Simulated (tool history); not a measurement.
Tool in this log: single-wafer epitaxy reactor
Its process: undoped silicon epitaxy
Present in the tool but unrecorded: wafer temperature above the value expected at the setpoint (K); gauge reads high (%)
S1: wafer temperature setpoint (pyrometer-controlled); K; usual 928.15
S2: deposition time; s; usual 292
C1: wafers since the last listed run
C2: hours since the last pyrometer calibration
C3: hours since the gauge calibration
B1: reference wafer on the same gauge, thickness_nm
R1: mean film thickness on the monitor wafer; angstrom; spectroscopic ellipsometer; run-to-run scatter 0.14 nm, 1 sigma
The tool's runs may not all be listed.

| run | hour | S1 | S2 | C1 | C2 | C3 | B1 | R1 |
|---|---|---|---|---|---|---|---|---|
| 1 | 0.0 | 928.15 | 332 | 0 | 1861.0 | 96.1 | 56.367 | 703.22 |
|  | 1.8 | gauge calibrated |
| 2 | 9.4 | 928.15 | 332 | 53 | 1870.4 | 7.6 | 56.412 | 706.89 |
| 3 | 26.0 | 928.15 | 292 | 93 | 1887.0 | 24.2 | 56.409 | 617.99 |
| 4 | 39.4 | 928.15 | 292 | 75 | 1900.4 | 37.6 | 56.394 | 621.74 |
| 5 | 45.8 | 928.15 | 292 | 36 | 1906.8 | 44.0 | 56.354 | 617.08 |
| 6 | 54.7 | 928.15 | 292 | 50 | 1915.7 | 52.9 | 56.384 | 619.58 |
| 7 | 72.4 | 928.15 | 292 | 99 | 1933.4 | 70.6 | 56.379 | 623.33 |
| 8 | 90.0 | 928.15 | 292 | 99 | 1951.0 | 88.2 | 56.376 | 621.12 |
| 9 | 102.8 | 928.15 | 292 | 72 | 1963.8 | 101.0 | 56.431 | 618.72 |
|  | 104.2 | gauge calibrated |
| 10 | 119.1 | 913.15 | 268 | 91 | 1980.1 | 14.9 | 56.446 | 424.03 |
| 11 | 125.3 | 935.15 | 321 | 34 | 1986.3 | 21.1 | 56.376 | 782.02 |
| 12 | 132.6 | 928.15 | 292 | 41 | 1993.6 | 28.4 | 56.433 | 619.81 |
|  | 149.0 | pyrometer calibrated |
| 13 | 149.5 | 917.15 | 292 | 50 | 0.5 | 45.3 | 56.406 | 451.15 |
| 14 | 151.6 | 928.15 | 307 | 11 | 2.6 | 47.4 | 56.391 | 585.48 |
| 15 | 164.2 | 915.15 | 253 | 71 | 15.2 | 60.0 | 56.383 | 375.26 |
| 16 | 176.7 | 928.15 | 332 | 70 | 27.7 | 72.5 | 56.447 | 636.82 |
| 17 | 186.9 | 934.15 | 323 | 57 | 37.9 | 82.7 | 56.327 | 698.25 |
|  | 194.5 | gauge calibrated |
| 18 | 195.2 | 913.15 | 268 | 46 | 46.2 | 0.7 | 56.452 | 384.14 |

What if the next run were any one of these 3? Each begins from the tool's condition after run 18:
| A | 195.7 | 928.15 | 292 | 2 | 46.7 | 1.2 | ? | ? |
| B | 195.7 | 942.15 | 339 | 2 | 46.7 | 1.2 | ? | ? |
| C | 195.7 | 941.15 | 317 | 2 | 46.7 | 1.2 | ? | ? |

| run | B1 | R1 |
|---|---|---|
| A | 56.411 | 565.43 |
| B | 56.411 | 858.44 |
| C | 56.411 | 787.68 |
What these runs would have given with no unlogged condition in the tool:
| run | R1 |
|---|---|
| A | 558.23 |
| B | 847.80 |
| C | 777.90 |
